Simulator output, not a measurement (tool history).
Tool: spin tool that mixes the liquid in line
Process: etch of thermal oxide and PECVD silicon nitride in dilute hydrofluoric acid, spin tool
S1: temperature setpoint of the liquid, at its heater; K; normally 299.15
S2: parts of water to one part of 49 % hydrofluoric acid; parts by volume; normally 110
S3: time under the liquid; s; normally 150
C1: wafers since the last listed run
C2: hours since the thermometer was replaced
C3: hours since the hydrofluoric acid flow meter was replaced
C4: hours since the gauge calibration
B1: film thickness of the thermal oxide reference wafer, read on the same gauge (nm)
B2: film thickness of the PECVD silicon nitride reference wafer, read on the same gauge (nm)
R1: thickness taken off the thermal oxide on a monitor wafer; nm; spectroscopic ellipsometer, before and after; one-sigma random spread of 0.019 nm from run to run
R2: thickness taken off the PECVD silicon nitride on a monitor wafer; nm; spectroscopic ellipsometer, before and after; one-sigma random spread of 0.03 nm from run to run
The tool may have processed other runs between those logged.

run 1 hour=0.0 | S1=299.15 S2=110 S3=150 | C1=0 C2=1190.7 C3=2364.4 C4=97.1 | B1=89.96 B2=140.005 | R1=6.94 R2=2.576
run 2 hour=6.0 | S1=299.15 S2=110 S3=150 | C1=57 C2=1196.7 C3=2370.4 C4=103.1 | B1=89.98 B2=139.978 | R1=6.93 R2=2.616
run 3 hour=18.8 | S1=299.15 S2=110 S3=150 | C1=123 C2=1209.5 C3=2383.2 C4=115.9 | B1=90.02 B2=140.027 | R1=6.94 R2=2.568
run 4 hour=29.1 | S1=299.15 S2=110 S3=150 | C1=99 C2=1219.8 C3=2393.5 C4=126.2 | B1=90.00 B2=140.006 | R1=6.94 R2=2.577
run 5 hour=40.8 | S1=299.15 S2=110 S3=150 | C1=112 C2=1231.5 C3=2405.2 C4=137.9 | B1=90.04 B2=140.038 | R1=6.93 R2=2.551
run 6 hour=52.8 | S1=299.15 S2=110 S3=150 | C1=115 C2=1243.5 C3=2417.2 C4=149.9 | B1=90.02 B2=140.002 | R1=6.92 R2=2.586
run 7 hour=66.0 | S1=299.15 S2=110 S3=150 | C1=127 C2=1256.7 C3=2430.4 C4=163.1 | B1=89.99 B2=140.041 | R1=6.92 R2=2.570
run 8 hour=77.5 | S1=299.15 S2=110 S3=150 | C1=110 C2=1268.2 C3=2441.9 C4=174.6 | B1=90.01 B2=139.970 | R1=6.92 R2=2.571
-- hour=77.9 gauge calibrated
run 9 hour=84.5 | S1=299.15 S2=110 S3=150 | C1=67 C2=1275.2 C3=2448.9 C4=6.6 | B1=90.00 B2=139.964 | R1=6.93 R2=2.553
run 10 hour=91.9 | S1=299.15 S2=110 S3=150 | C1=71 C2=1282.6 C3=2456.3 C4=14.0 | B1=89.94 B2=140.030 | R1=6.94 R2=2.563

Estimate the outcome of run 11 from the log above:
run 11 hour=105.0 | S1=296.15 S2=150 S3=150 | C1=126 C2=1295.7 C3=2469.4 C4=27.1 | B1=? B2=? | R1=? R2=?

{"run 11": {"B1": 90.01, "B2": 139.999, "R1": 4.31, "R2": 1.528}}
Minus the tool's unlogged condition, the same run would have read R1 4.18 nm, R2 1.624 nm.

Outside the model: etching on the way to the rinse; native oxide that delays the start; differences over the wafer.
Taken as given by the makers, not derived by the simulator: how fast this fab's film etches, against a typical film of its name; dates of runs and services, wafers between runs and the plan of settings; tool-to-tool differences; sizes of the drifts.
